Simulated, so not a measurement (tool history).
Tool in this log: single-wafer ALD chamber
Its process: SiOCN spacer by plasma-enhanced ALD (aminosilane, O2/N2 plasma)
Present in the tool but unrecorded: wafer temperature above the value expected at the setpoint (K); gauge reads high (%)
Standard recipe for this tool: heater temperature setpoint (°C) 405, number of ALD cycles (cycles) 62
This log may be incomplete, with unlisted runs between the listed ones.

run	hour	heater temperature setpoint (°C)	number of ALD cycles (cycles)	wafers since the last listed run	hours since the last thermocouple change	hours since the gauge calibration	read-back reference wafer on the same gauge, thickness_nm	mean film thickness on the monitor wafer (angstrom)
1	0	405	62	0	1504.6	87.3	3.932	34.88
2	12.9	397	62	39	1517.5	100.2	3.931	35.35
3	21.1	405	62	25	1525.7	108.4	3.925	34.56
4	29.5	405	62	25	1534.1	116.8	3.932	34.74
5	55.5	405	62	79	1560.1	142.8	3.929	34.67
# hour 57.7: gauge calibrated
6	67.1	405	62	35	1571.7	9.4	3.93	34.88
7	81.8	405	62	45	1586.4	24.1	3.931	34.76
8	92.1	405	62	31	1596.7	34.4	3.929	34.64
9	102.7	405	62	32	1607.3	45	3.93	34.84
10	141.3	405	62	118	1645.9	83.6	3.93	34.88
11	155.4	417	62	43	1660	97.7	3.931	33.66
12	163.4	412	70	24	1668	105.7	3.936	38.51
# hour 172: thermocouple changed; heater temperature recalibrated
13	172.5	414	67	3	0.5	114.8	3.928	36.62
14	183.7	419	68	34	11.7	126	3.934	36.67
# hour 185: gauge calibrated
15	191.7	398	72	24	19.7	6.7	3.93	40.94
16	207.9	393	65	49	35.9	22.9	3.934	37.04
17	220.2	405	62	37	48.2	35.2	3.931	34.81
18	237.6	391	62	53	65.6	52.6	3.927	35.34
19	245.9	392	57	25	73.9	60.9	3.923	32.42
20	255.3	405	62	28	83.3	70.3	3.93	34.73
21	267.4	393	62	37	95.4	82.4	3.929	35.21

What differs in the tool's unlogged condition from the final listed run ahead of each entry between runs to the first listed run following it?
From run 5 to run 6: gauge calibrated (hour 57.7)
  no difference in the tool's unlogged condition between these two runs
From run 12 to run 13: thermocouple changed; heater temperature recalibrated (hour 172)
  no difference in the tool's unlogged condition between these two runs
From run 14 to run 15: gauge calibrated (hour 185)
  no difference in the tool's unlogged condition between these two runs

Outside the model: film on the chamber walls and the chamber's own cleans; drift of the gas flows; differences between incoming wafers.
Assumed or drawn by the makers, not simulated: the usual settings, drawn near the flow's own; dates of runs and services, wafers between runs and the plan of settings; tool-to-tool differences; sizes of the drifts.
